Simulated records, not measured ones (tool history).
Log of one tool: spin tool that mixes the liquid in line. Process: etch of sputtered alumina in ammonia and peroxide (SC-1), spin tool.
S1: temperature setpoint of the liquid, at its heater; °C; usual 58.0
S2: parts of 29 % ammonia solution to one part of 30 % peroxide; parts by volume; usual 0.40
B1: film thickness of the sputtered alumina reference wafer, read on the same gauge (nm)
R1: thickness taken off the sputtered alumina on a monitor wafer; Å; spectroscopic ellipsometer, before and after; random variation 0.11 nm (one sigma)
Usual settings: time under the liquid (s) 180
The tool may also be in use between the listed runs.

{"run": 1, "day": 0.0, "S1": 58.0, "S2": 0.4, "time under the liquid (s)": 180, "B1": 149.99, "R1": 145.4}
{"run": 2, "day": 0.862, "S1": 58.0, "S2": 0.4, "time under the liquid (s)": 180, "B1": 149.99, "R1": 147.2}
{"run": 3, "day": 1.775, "S1": 64.0, "S2": 0.4, "time under the liquid (s)": 180, "B1": 150.02, "R1": 197.4}
{"run": 4, "day": 3.275, "S1": 65.5, "S2": 0.4, "time under the liquid (s)": 180, "B1": 150.01, "R1": 213.3}
{"run": 5, "day": 4.638, "S1": 65.5, "S2": 0.4, "time under the liquid (s)": 180, "B1": 150.02, "R1": 216.1}
{"run": 6, "day": 5.383, "S1": 55.5, "S2": 0.4, "time under the liquid (s)": 180, "B1": 150.0, "R1": 129.3}
{"day": 5.442, "done": "heated supply line repaired"}
{"day": 5.833, "done": "thermometer replaced"}
{"run": 7, "day": 6.112, "S1": 58.0, "S2": 0.4, "time under the liquid (s)": 180, "B1": 149.99, "R1": 139.9}
{"run": 8, "day": 7.225, "S1": 58.0, "S2": 0.4, "time under the liquid (s)": 180, "B1": 149.99, "R1": 140.7}
{"run": 9, "day": 8.038, "S1": 58.0, "S2": 0.4, "time under the liquid (s)": 180, "B1": 150.0, "R1": 142.6}
{"day": 8.054, "done": "gauge calibrated"}
{"run": 10, "day": 8.812, "S1": 58.0, "S2": 0.25, "time under the liquid (s)": 180, "B1": 150.0, "R1": 135.4}
{"run": 11, "day": 10.092, "S1": 58.0, "S2": 0.4, "time under the liquid (s)": 180, "B1": 150.0, "R1": 141.3}
{"run": 12, "day": 11.188, "S1": 58.0, "S2": 0.4, "time under the liquid (s)": 180, "B1": 149.98, "R1": 142.7}
{"run": 13, "day": 11.946, "S1": 48.5, "S2": 0.5, "time under the liquid (s)": 260, "B1": 150.01, "R1": 125.2}
{"run": 14, "day": 12.542, "S1": 58.0, "S2": 0.4, "time under the liquid (s)": 130, "B1": 149.98, "R1": 102.8}
{"day": 13.175, "done": "ammonia flow meter replaced"}
{"run": 15, "day": 16.083, "S1": 51.5, "S2": 0.5, "time under the liquid (s)": 180, "B1": 149.99, "R1": 102.8}

Run 16 comes next. What will it give?
{"day": 17.5, "done": "new drum of ammonia solution connected"}
{"run": 16, "day": 17.521, "S1": 58.0, "S2": 0.25, "time under the liquid (s)": 90, "B1": "?", "R1": "?"}

{"run 16": {"B1": 150.02, "R1": 69.5}}
Without the tool's hidden state the same run would have given R1 68.0 Å.
